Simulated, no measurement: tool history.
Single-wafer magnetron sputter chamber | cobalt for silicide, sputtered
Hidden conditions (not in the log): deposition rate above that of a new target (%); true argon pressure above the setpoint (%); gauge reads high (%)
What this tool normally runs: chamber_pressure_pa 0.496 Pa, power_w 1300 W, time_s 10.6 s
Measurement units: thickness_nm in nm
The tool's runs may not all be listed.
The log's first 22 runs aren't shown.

run	hour	chamber_pressure_pa	power_w	time_s	wafers since the last listed run	wafers on the sputter target	hours since the last manometer calibration	hours since the magnet pack was replaced	hours since the gauge calibration	read-back reference wafer on the same gauge, thickness_nm	thickness_nm
23	1045	0.496	1300	10.6	1091	7070	451.4	322.5	639.6	7.577	6.838
24	1089.3	0.496	1300	10.6	1086	8156	495.7	366.8	683.9	7.587	6.939
25	1134.4	0.395	1300	11.5	1106	9262	540.8	411.9	729	7.574	7.705
26	1170.7	0.669	1550	9.7	890	10153	577.1	448.2	765.3	7.59	7.187
27	1213.6	0.658	1150	11.4	1052	11205	620	491.1	808.2	7.572	6.264
# hour 1262.6: sputter target and shields replaced
28	1263.1	0.313	1300	8.5	1017	11	669.5	540.6	857.7	7.57	5.828
29	1320.6	0.345	1300	9.4	1410	1421	727	598.1	915.2	7.59	6.369
30	1386.3	0.634	1050	10.6	1611	3033	792.7	663.8	980.9	7.575	5.378
31	1451.7	0.69	1300	10.6	1604	4637	858.1	729.2	1046.3	7.578	6.527
32	1489.6	0.598	1300	9.2	929	5567	896	767.1	1084.2	7.57	5.79
33	1552.1	0.496	1050	12.5	1533	7100	958.5	829.6	1146.7	7.59	6.587
34	1603.6	0.558	1400	10.6	1263	8363	1010	881.1	1198.2	7.574	7.324
35	1672.2	0.496	1300	11.8	1682	10045	1078.6	949.7	1266.8	7.583	7.693

Forecast each of these 4 alternatives for the next run:
A	1672.6	0.496	1300	10.6	9	10055	1079	950.1	1267.2	?	?
B	1672.6	0.667	1550	9.4	9	10055	1079	950.1	1267.2	?	?
C	1672.6	0.636	1100	9.7	9	10055	1079	950.1	1267.2	?	?
D	1672.6	0.496	1300	8.6	9	10055	1079	950.1	1267.2	?	?

run	read-back reference wafer on the same gauge, thickness_nm	thickness_nm
A	7.59	6.94
B	7.59	6.991
C	7.59	5.165
D	7.59	5.63
Take away the tool's hidden state, keep each run's random variation, and the runs would have read:
run	thickness_nm
A	6.94
B	6.991
C	5.165
D	5.63
